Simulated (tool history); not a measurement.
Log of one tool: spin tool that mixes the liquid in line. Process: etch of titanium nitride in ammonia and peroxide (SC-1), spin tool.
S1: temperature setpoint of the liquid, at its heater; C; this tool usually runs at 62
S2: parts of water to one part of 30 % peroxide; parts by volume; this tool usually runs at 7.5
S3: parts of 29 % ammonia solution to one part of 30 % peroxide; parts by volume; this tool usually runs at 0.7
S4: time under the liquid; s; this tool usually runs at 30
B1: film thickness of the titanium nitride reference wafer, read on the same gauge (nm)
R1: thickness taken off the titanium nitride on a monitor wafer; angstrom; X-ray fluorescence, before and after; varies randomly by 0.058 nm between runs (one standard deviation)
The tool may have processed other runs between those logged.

run,hour,S1,S2,S3,S4,B1,R1
1,0,62,7.5,0.7,15,50.01,37.7
# hour 7.2: ammonia flow meter replaced
2,10.6,62,7.5,0.7,15,49.99,37.8
3,28.1,62,7.5,0.7,30,50.02,75.8
4,38.1,62,7.5,0.7,30,50,76.4
5,54.8,62,7.5,0.7,30,49.99,76.1
6,72.3,62,7.5,0.7,30,50.01,75.2
7,78.8,56.5,7.5,0.7,15,50,26.5
# hour 90.3: heated supply line repaired
8,93.5,62,9.5,0.9,30,50,68.9
9,105.2,62,7.5,0.7,30,49.98,76.4
# hour 117.2: gauge calibrated
10,122.7,62,7.5,0.6,35,50,87.8
11,131.8,62,7.5,0.7,30,50,77.2
12,142.1,62,7.5,0.6,45,49.99,112.2
13,153.7,62,6,0.7,30,50,86.2
14,160.1,67,5,0.7,30,50,127.2
# hour 162.9: thermometer replaced
15,175.5,56.5,11,0.7,40,50.02,51.7
# hour 181.3: new drum of ammonia solution connected
16,185.6,62,7.5,0.7,30,50.02,66.5
17,193.7,54.5,5,0.7,30,50.01,50.4
18,206,62,11.5,0.95,30,50,56.3
19,219.9,67.5,7.5,0.85,15,49.98,49.8
20,231,62,9.5,0.35,30,50,53.7
21,245.3,52,8.5,0.6,30,49.97,32.1
22,257.1,54.5,7.5,0.7,45,49.99,62.3
23,270.2,66,11.5,0.5,40,49.99,90.4
24,280.9,53,8.5,0.7,30,50,35.8

Each row is a separate what-if for the run after 24, all from the same tool condition, not one after another. Results?
A,281.3,62,5,0.7,30,?,?
B,281.3,56,5,0.95,25,?,?
C,281.3,66,5,0.7,20,?,?
D,281.3,62,9,0.55,15,?,?

run,B1,R1
A,50,83.9
B,50,49
C,50,72.2
D,50,30.4
With no hidden state in the tool, these same runs would have given:
run,R1
A,81.9
B,47.8
C,70.6
D,29.7
